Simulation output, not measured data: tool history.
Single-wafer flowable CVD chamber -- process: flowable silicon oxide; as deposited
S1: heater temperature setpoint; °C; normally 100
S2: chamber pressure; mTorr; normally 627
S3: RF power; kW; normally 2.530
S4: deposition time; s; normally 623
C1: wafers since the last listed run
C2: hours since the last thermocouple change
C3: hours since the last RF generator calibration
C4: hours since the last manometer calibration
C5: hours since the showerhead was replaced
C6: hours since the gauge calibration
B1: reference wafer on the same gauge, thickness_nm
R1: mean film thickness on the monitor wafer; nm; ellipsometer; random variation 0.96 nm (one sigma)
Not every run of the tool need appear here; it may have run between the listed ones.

run     day   S1   S2     S3   S4   C1      C2      C3      C4      C5      C6       B1       R1
  1   0.000  100  666  2.530  623    0  1883.5   113.4  1704.9  4320.9  1524.7  271.727  291.786
      1.562  -- showerhead replaced
  2   3.425  100  666  2.530  623  306  1965.7   195.6  1787.1    44.7  1606.9  271.766  290.390
  3   7.867  100  666  2.530  623  440  2072.3   302.2  1893.7   151.3  1713.5  272.133  290.628
  4  10.992  100  627  2.210  623  310  2147.3   377.2  1968.7   226.3  1788.5  271.732  267.776
  5  14.475  100  627  2.210  623  345  2230.9   460.8  2052.3   309.9  1872.1  271.620  268.392
  6  16.192  100  627  2.210  623  170  2272.1   502.0  2093.5   351.1  1913.3  272.350  267.458
  7  19.475  100  627  2.530  623  325  2350.9   580.8  2172.3   429.9  1992.1  271.945  269.753
  8  21.046  100  627  2.530  623  155  2388.6   618.5  2210.0   467.6  2029.8  272.055  269.676
  9  24.562  113  627  2.530  743  349  2473.0   702.9  2294.4   552.0  2114.2  272.065  210.644
 10  28.846  100  472  2.530  708  425  2575.8   805.7  2397.2   654.8  2217.0  271.822  231.132
     30.279  -- gauge calibrated
     30.638  -- thermocouple changed; heater temperature recalibrated
 11  31.746  100  551  2.270  623  254    26.6   875.3  2466.8   724.4    35.2  271.695  233.470
 12  34.917   87  532  2.530  623  314   102.7   951.4  2542.9   800.5   111.3  272.156  344.606
 13  37.317   93  561  2.925  572  238   160.3  1009.0  2600.5   858.1   168.9  272.631  281.102
 14  41.338   93  545  2.790  623  399   256.8  1105.5  2697.0   954.6   265.4  272.026  295.218
 15  44.238  100  627  2.165  623  287   326.4  1175.1  2766.6  1024.2   335.0  271.828  262.584
     47.004  -- RF generator calibrated
 16  47.858  100  627  2.840  583  326   413.3    20.5  2853.5  1111.1   421.9  271.747  252.509
 17  51.188  113  627  2.530  548  330   493.2   100.4  2933.4  1191.0   501.8  271.846  152.644
     52.633  -- capacitance manometer re-zeroed and calibrated
 18  58.362  100  724  2.530  623  679   665.4   272.6   137.5  1363.2   674.0  272.222  319.243
 19  60.721  100  675  2.895  623  234   722.0   329.2   194.1  1419.8   730.6  272.168  302.183
 20  62.379  100  627  2.835  623  164   761.8   369.0   233.9  1459.6   770.4  271.506  279.747
 21  64.433  100  627  2.905  707  203   811.1   418.3   283.2  1508.9   819.7  271.837  316.558
 22  68.854  105  759  2.530  623  438   917.2   524.4   389.3  1615.0   925.8  271.576  283.917
 23  70.525  112  627  2.820  534  165   957.3   564.5   429.4  1655.1   965.9  272.566  161.784
 24  74.092  109  551  2.220  504  353  1042.9   650.1   515.0  1740.7  1051.5  272.362  142.758
 25  75.850  100  667  2.530  623  174  1085.1   692.3   557.2  1782.9  1093.7  272.187  292.261

Predict the results of run 26:
 26  77.962  100  627  2.890  623  209  1135.8  743.0  607.9  1833.6  1144.4   ?   ?

For run 26 the tool returned B1 271.847, R1 279.853 nm.
With no hidden state in the tool, this same run would have given R1 279.401 nm.

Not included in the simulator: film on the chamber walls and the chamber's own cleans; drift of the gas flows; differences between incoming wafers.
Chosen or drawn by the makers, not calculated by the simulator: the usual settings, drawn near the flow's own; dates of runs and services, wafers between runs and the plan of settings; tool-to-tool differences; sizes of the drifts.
